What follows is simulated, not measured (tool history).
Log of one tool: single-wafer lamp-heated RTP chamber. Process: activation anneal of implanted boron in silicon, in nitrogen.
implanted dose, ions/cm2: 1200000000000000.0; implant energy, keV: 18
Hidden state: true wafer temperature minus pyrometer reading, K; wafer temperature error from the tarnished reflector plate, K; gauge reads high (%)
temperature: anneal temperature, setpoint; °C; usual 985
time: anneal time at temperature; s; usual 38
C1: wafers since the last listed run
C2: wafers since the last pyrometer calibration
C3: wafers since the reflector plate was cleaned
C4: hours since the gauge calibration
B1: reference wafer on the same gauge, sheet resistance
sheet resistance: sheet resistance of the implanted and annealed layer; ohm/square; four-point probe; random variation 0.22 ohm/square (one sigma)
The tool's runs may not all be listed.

Run 1, hour 0.0: usual settings; C1 0; C2 319; C3 8019; C4 242.6; B1 86.96. Result: sheet resistance 103.18 ohm/square.
Run 2, hour 6.6: usual settings; C1 71; C2 390; C3 8090; C4 249.2; B1 87.01. Result: sheet resistance 103.04 ohm/square.
Run 3, hour 23.3: usual settings; C1 180; C2 570; C3 8271; C4 265.9; B1 86.98. Result: sheet resistance 103.32 ohm/square.
Run 4, hour 34.4: usual settings; C1 119; C2 690; C3 8391; C4 277.0; B1 86.97. Result: sheet resistance 102.74 ohm/square.
Run 5, hour 41.5: usual settings; C1 76; C2 767; C3 8467; C4 284.1; B1 87.01. Result: sheet resistance 102.87 ohm/square.
Run 6, hour 53.6: usual settings; C1 130; C2 898; C3 8598; C4 296.2; B1 87.03. Result: sheet resistance 102.55 ohm/square.
Run 7, hour 63.1: usual settings; C1 102; C2 1000; C3 8701; C4 305.7; B1 87.00. Result: sheet resistance 102.79 ohm/square.
Run 8, hour 79.7: usual settings; C1 179; C2 1179; C3 8880; C4 322.3; B1 87.00. Result: sheet resistance 102.72 ohm/square.
Run 9, hour 90.0: usual settings; C1 111; C2 1291; C3 8991; C4 332.6; B1 86.93. Result: sheet resistance 102.82 ohm/square.
At hour 108.7: pyrometer window cleaned and pyrometer calibrated.
Run 10, hour 109.2: usual settings; C1 120; C2 5; C3 9112; C4 351.8; B1 87.05. Result: sheet resistance 102.42 ohm/square.
Run 11, hour 115.2: usual settings; C1 64; C2 70; C3 9177; C4 357.8; B1 87.08. Result: sheet resistance 102.95 ohm/square.
Run 12, hour 127.6: usual settings but time 29 s; C1 133; C2 204; C3 9311; C4 370.2; B1 87.01. Result: sheet resistance 103.49 ohm/square.
Run 13, hour 138.3: usual settings but time 29 s; C1 115; C2 320; C3 9427; C4 380.9; B1 87.04. Result: sheet resistance 103.83 ohm/square.
Run 14, hour 145.9: usual settings; C1 82; C2 402; C3 9509; C4 388.5; B1 87.00. Result: sheet resistance 103.04 ohm/square.
At hour 152.7: gauge calibrated.
Run 15, hour 159.9: usual settings but temperature 1001 °C; C1 151; C2 553; C3 9660; C4 7.2; B1 86.96. Result: sheet resistance 98.39 ohm/square.
At hour 178.2: reflector plate cleaned.
Run 16, hour 178.7: usual settings but temperature 1000 °C, time 47 s; C1 116; C2 670; C3 5; C4 26.0; B1 87.02. Result: sheet resistance 99.63 ohm/square.
Run 17, hour 179.0: usual settings but temperature 1001 °C, time 29 s; C1 3; C2 673; C3 8; C4 26.3; B1 86.97. Result: sheet resistance 100.49 ohm/square.
Run 18, hour 183.8: usual settings but temperature 956 °C, time 56 s; C1 51; C2 725; C3 60; C4 31.1; B1 86.97. Result: sheet resistance 121.21 ohm/square.
Run 19, hour 200.9: usual settings but temperature 975 °C, time 27 s; C1 184; C2 909; C3 245; C4 48.2; B1 86.96. Result: sheet resistance 111.96 ohm/square.
Run 20, hour 239.3: usual settings but time 51 s; C1 414; C2 1324; C3 660; C4 86.6; B1 86.99. Result: sheet resistance 103.10 ohm/square.
At hour 251.9: pyrometer window cleaned and pyrometer calibrated.
Run 21, hour 254.9: usual settings but temperature 966 °C, time 59 s; C1 82; C2 32; C3 742; C4 102.2; B1 87.10. Result: sheet resistance 111.74 ohm/square.
Run 22, hour 261.0: usual settings but temperature 967 °C, time 26 s; C1 65; C2 97; C3 808; C4 108.3; B1 86.97. Result: sheet resistance 118.16 ohm/square.
Run 23, hour 275.9: usual settings but temperature 955 °C, time 29 s; C1 160; C2 258; C3 969; C4 123.2; B1 87.03. Result: sheet resistance 129.84 ohm/square.
Run 24, hour 290.1: usual settings but temperature 1002 °C; C1 153; C2 412; C3 1122; C4 137.4; B1 86.92. Result: sheet resistance 99.08 ohm/square.
Run 25, hour 299.7: usual settings but temperature 1011 °C, time 59 s; C1 103; C2 515; C3 1226; C4 147.0; B1 87.02. Result: sheet resistance 96.92 ohm/square.
Run 26, hour 316.8: usual settings but temperature 956 °C, time 56 s; C1 184; C2 700; C3 1410; C4 164.1; B1 87.02. Result: sheet resistance 120.12 ohm/square.
Run 27, hour 329.9: usual settings; C1 141; C2 842; C3 1552; C4 177.2; B1 87.02. Result: sheet resistance 104.83 ohm/square.
Run 28, hour 347.7: usual settings; C1 192; C2 1034; C3 1744; C4 195.0; B1 87.08. Result: sheet resistance 104.49 ohm/square.
Run 29, hour 360.1: usual settings but temperature 967 °C, time 32 s; C1 133; C2 1168; C3 1878; C4 207.4; B1 86.95. Result: sheet resistance 116.05 ohm/square.
Run 30, hour 372.8: usual settings; C1 137; C2 1305; C3 2015; C4 220.1; B1 87.00. Result: sheet resistance 104.56 ohm/square.
At hour 389.9: pyrometer window cleaned and pyrometer calibrated.
Run 31, hour 390.4: usual settings; C1 103; C2 5; C3 2119; C4 237.7; B1 86.94. Result: sheet resistance 104.44 ohm/square.
Run 32, hour 405.9: usual settings; C1 167; C2 173; C3 2286; C4 253.2; B1 86.97. Result: sheet resistance 104.18 ohm/square.
Run 33, hour 416.8: usual settings but temperature 1005 °C, time 53 s; C1 117; C2 290; C3 2404; C4 264.1; B1 87.04. Result: sheet resistance 98.08 ohm/square.
Run 34, hour 432.0: usual settings but temperature 1010 °C, time 51 s; C1 164; C2 455; C3 2568; C4 279.3; B1 87.02. Result: sheet resistance 96.95 ohm/square.
Run 35, hour 441.7: usual settings but temperature 956 °C, time 20 s; C1 104; C2 559; C3 2673; C4 289.0; B1 86.93. Result: sheet resistance 132.07 ohm/square.
Run 36, hour 459.3: usual settings but temperature 1002 °C; C1 190; C2 749; C3 2863; C4 306.6; B1 87.04. Result: sheet resistance 99.10 ohm/square.

Hidden state at the last listed run before each entry between runs and at the first one after, where it differs:
Between runs 9 and 10: pyrometer window cleaned and pyrometer calibrated (hour 108.7)
  wafer temperature error from the tarnished reflector plate, K: 5.31 -> 5.43
  measured less the result without the state, sheet resistance: -2.02 -> -2.06 ohm/square
Between runs 14 and 15: gauge calibrated (hour 152.7)
  wafer temperature error from the tarnished reflector plate, K: 5.65 -> 5.74
  measured less the result without the state, sheet resistance: -2.15 -> -1.19 ohm/square
Between runs 15 and 16: reflector plate cleaned (hour 178.2)
  wafer temperature error from the tarnished reflector plate, K: 5.74 -> 0.135
  measured less the result without the state, sheet resistance: -1.19 -> -0.03 ohm/square
Between runs 20 and 21: pyrometer window cleaned and pyrometer calibrated (hour 251.9)
  wafer temperature error from the tarnished reflector plate, K: 0.503 -> 0.598
  measured less the result without the state, sheet resistance: -0.19 -> -0.40 ohm/square
Between runs 30 and 31: pyrometer window cleaned and pyrometer calibrated (hour 389.9)
  wafer temperature error from the tarnished reflector plate, K: 1.31 -> 1.42
  measured less the result without the state, sheet resistance: -0.54 -> -0.59 ohm/square
